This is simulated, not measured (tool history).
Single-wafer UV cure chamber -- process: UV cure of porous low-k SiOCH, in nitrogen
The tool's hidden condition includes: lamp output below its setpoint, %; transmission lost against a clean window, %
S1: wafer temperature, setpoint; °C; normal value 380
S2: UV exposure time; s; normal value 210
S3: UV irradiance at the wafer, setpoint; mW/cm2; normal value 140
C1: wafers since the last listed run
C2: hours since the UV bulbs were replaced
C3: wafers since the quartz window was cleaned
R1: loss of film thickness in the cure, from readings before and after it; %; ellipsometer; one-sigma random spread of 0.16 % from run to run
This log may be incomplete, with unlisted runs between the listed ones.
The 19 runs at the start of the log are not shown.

Run 20, hour 1900.8: usual settings but S3 160 mW/cm2; C1 396; C2 116.7; C3 815. Result: R1 13.517 %.
Run 21, hour 1992.5: usual settings but S3 160 mW/cm2; C1 483; C2 208.4; C3 1299. Result: R1 13.428 %.
Run 22, hour 2096.7: usual settings but S3 165 mW/cm2; C1 549; C2 312.6; C3 1849. Result: R1 13.14 %.
Run 23, hour 2155.9: usual settings but S3 165 mW/cm2; C1 312; C2 371.8; C3 2161. Result: R1 12.94 %.
Run 24, hour 2232.1: usual settings; C1 402; C2 448; C3 2563. Result: R1 11.973 %.
Run 25, hour 2319.4: usual settings; C1 460; C2 535.3; C3 3024. Result: R1 12.339 %.
Run 26, hour 2376: usual settings; C1 298; C2 591.9; C3 3323. Result: R1 12.132 %.
At hour 2445.1: quartz window cleaned.
Run 27, hour 2449.5: usual settings but S3 179 mW/cm2; C1 345; C2 665.4; C3 23. Result: R1 13.102 %.
Run 28, hour 2507.5: usual settings but S1 398 °C; C1 306; C2 723.4; C3 329. Result: R1 12.196 %.
Run 29, hour 2551.1: usual settings but S1 363 °C, S2 125 s; C1 230; C2 767; C3 559. Result: R1 9.311 %.
Run 30, hour 2645.5: usual settings; C1 498; C2 861.4; C3 1057. Result: R1 11.796 %.
Run 31, hour 2702.8: usual settings; C1 302; C2 918.7; C3 1360. Result: R1 11.88 %.
Run 32, hour 2819.5: usual settings but S2 295 s; C1 615; C2 1035.4; C3 1975. Result: R1 13.386 %.
Run 33, hour 2876.1: usual settings but S2 105 s, S3 177 mW/cm2; C1 298; C2 1092; C3 2274. Result: R1 9.419 %.
Run 34, hour 2944.6: usual settings but S2 145 s; C1 361; C2 1160.5; C3 2636. Result: R1 10.013 %.
Run 35, hour 3023.7: usual settings but S2 140 s; C1 417; C2 1239.6; C3 3053. Result: R1 9.945 %.
Run 36, hour 3062.3: usual settings but S1 373 °C, S3 110 mW/cm2; C1 203; C2 1278.2; C3 3257. Result: R1 10.14 %.
Run 37, hour 3103.4: usual settings; C1 216; C2 1319.3; C3 3474. Result: R1 11.448 %.

What will run 38 give?
At hour 3177.5: quartz window cleaned.
Run 38, hour 3210: usual settings; C1 520; C2 1425.9; C3 171. Result: R1 ?.

R1: 11.687 %
With the hidden condition absent and the run-to-run variation left alone, this run would have shown R1 13.387 %.
